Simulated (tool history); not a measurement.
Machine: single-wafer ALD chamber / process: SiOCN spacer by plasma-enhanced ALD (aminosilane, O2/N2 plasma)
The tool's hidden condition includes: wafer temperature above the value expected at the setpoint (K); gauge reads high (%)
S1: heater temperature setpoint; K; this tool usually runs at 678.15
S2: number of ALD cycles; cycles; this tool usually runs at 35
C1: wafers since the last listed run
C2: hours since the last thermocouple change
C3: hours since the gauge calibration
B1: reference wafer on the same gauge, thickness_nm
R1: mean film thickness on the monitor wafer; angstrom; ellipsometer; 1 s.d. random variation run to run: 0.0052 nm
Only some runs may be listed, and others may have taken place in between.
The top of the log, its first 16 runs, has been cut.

{"run": 17, "hour": 856.6, "S1": 678.15, "S2": 35, "C1": 200, "C2": 211.3, "C3": 197.9, "B1": 2.261, "R1": 20.11}
{"run": 18, "hour": 916.1, "S1": 690.15, "S2": 32, "C1": 313, "C2": 270.8, "C3": 257.4, "B1": 2.26, "R1": 17.59}
{"run": 19, "hour": 947.0, "S1": 678.15, "S2": 29, "C1": 162, "C2": 301.7, "C3": 288.3, "B1": 2.26, "R1": 16.56}
{"run": 20, "hour": 1009.0, "S1": 686.15, "S2": 35, "C1": 326, "C2": 363.7, "C3": 350.3, "B1": 2.26, "R1": 19.69}
{"run": 21, "hour": 1040.9, "S1": 674.15, "S2": 38, "C1": 168, "C2": 395.6, "C3": 382.2, "B1": 2.26, "R1": 22.03}
{"run": 22, "hour": 1069.6, "S1": 678.15, "S2": 35, "C1": 151, "C2": 424.3, "C3": 410.9, "B1": 2.261, "R1": 20.16}
{"run": 23, "hour": 1120.0, "S1": 678.15, "S2": 35, "C1": 265, "C2": 474.7, "C3": 461.3, "B1": 2.26, "R1": 20.18}
{"run": 24, "hour": 1155.6, "S1": 690.15, "S2": 40, "C1": 187, "C2": 510.3, "C3": 496.9, "B1": 2.26, "R1": 22.08}
{"run": 25, "hour": 1199.3, "S1": 672.15, "S2": 32, "C1": 230, "C2": 554.0, "C3": 540.6, "B1": 2.262, "R1": 18.61}
{"run": 26, "hour": 1229.1, "S1": 678.15, "S2": 35, "C1": 157, "C2": 583.8, "C3": 570.4, "B1": 2.261, "R1": 20.12}
{"run": 27, "hour": 1279.0, "S1": 691.15, "S2": 38, "C1": 263, "C2": 633.7, "C3": 620.3, "B1": 2.26, "R1": 20.9}
{"run": 28, "hour": 1341.7, "S1": 678.15, "S2": 35, "C1": 330, "C2": 696.4, "C3": 683.0, "B1": 2.261, "R1": 20.08}
{"run": 29, "hour": 1461.3, "S1": 668.15, "S2": 32, "C1": 630, "C2": 816.0, "C3": 802.6, "B1": 2.259, "R1": 18.57}
{"hour": 1516.5, "done": "gauge calibrated"}
{"run": 30, "hour": 1526.5, "S1": 665.15, "S2": 35, "C1": 343, "C2": 881.2, "C3": 10.0, "B1": 2.26, "R1": 20.31}
{"run": 31, "hour": 1559.7, "S1": 678.15, "S2": 35, "C1": 174, "C2": 914.4, "C3": 43.2, "B1": 2.26, "R1": 20.21}
{"run": 32, "hour": 1623.8, "S1": 678.15, "S2": 30, "C1": 337, "C2": 978.5, "C3": 107.3, "B1": 2.259, "R1": 17.29}
{"run": 33, "hour": 1659.3, "S1": 678.15, "S2": 35, "C1": 187, "C2": 1014.0, "C3": 142.8, "B1": 2.26, "R1": 20.16}
{"run": 34, "hour": 1683.4, "S1": 687.15, "S2": 29, "C1": 127, "C2": 1038.1, "C3": 166.9, "B1": 2.262, "R1": 16.24}

Here are 4 independent what-if runs from the current tool condition. What would each one return?
{"run": "A", "hour": 1683.9, "S1": 688.15, "S2": 35, "C1": 2, "C2": 1038.6, "C3": 167.4, "B1": "?", "R1": "?"}
{"run": "B", "hour": 1683.9, "S1": 690.15, "S2": 37, "C1": 2, "C2": 1038.6, "C3": 167.4, "B1": "?", "R1": "?"}
{"run": "C", "hour": 1683.9, "S1": 664.15, "S2": 35, "C1": 2, "C2": 1038.6, "C3": 167.4, "B1": "?", "R1": "?"}
{"run": "D", "hour": 1683.9, "S1": 665.15, "S2": 29, "C1": 2, "C2": 1038.6, "C3": 167.4, "B1": "?", "R1": "?"}

run=A B1=2.260 R1=19.62
run=B B1=2.260 R1=20.61
run=C B1=2.260 R1=20.34
run=D B1=2.260 R1=16.85
Without the tool's hidden state the same runs would have given:
run=A R1=19.42
run=B R1=20.40
run=C R1=20.34
run=D R1=16.85
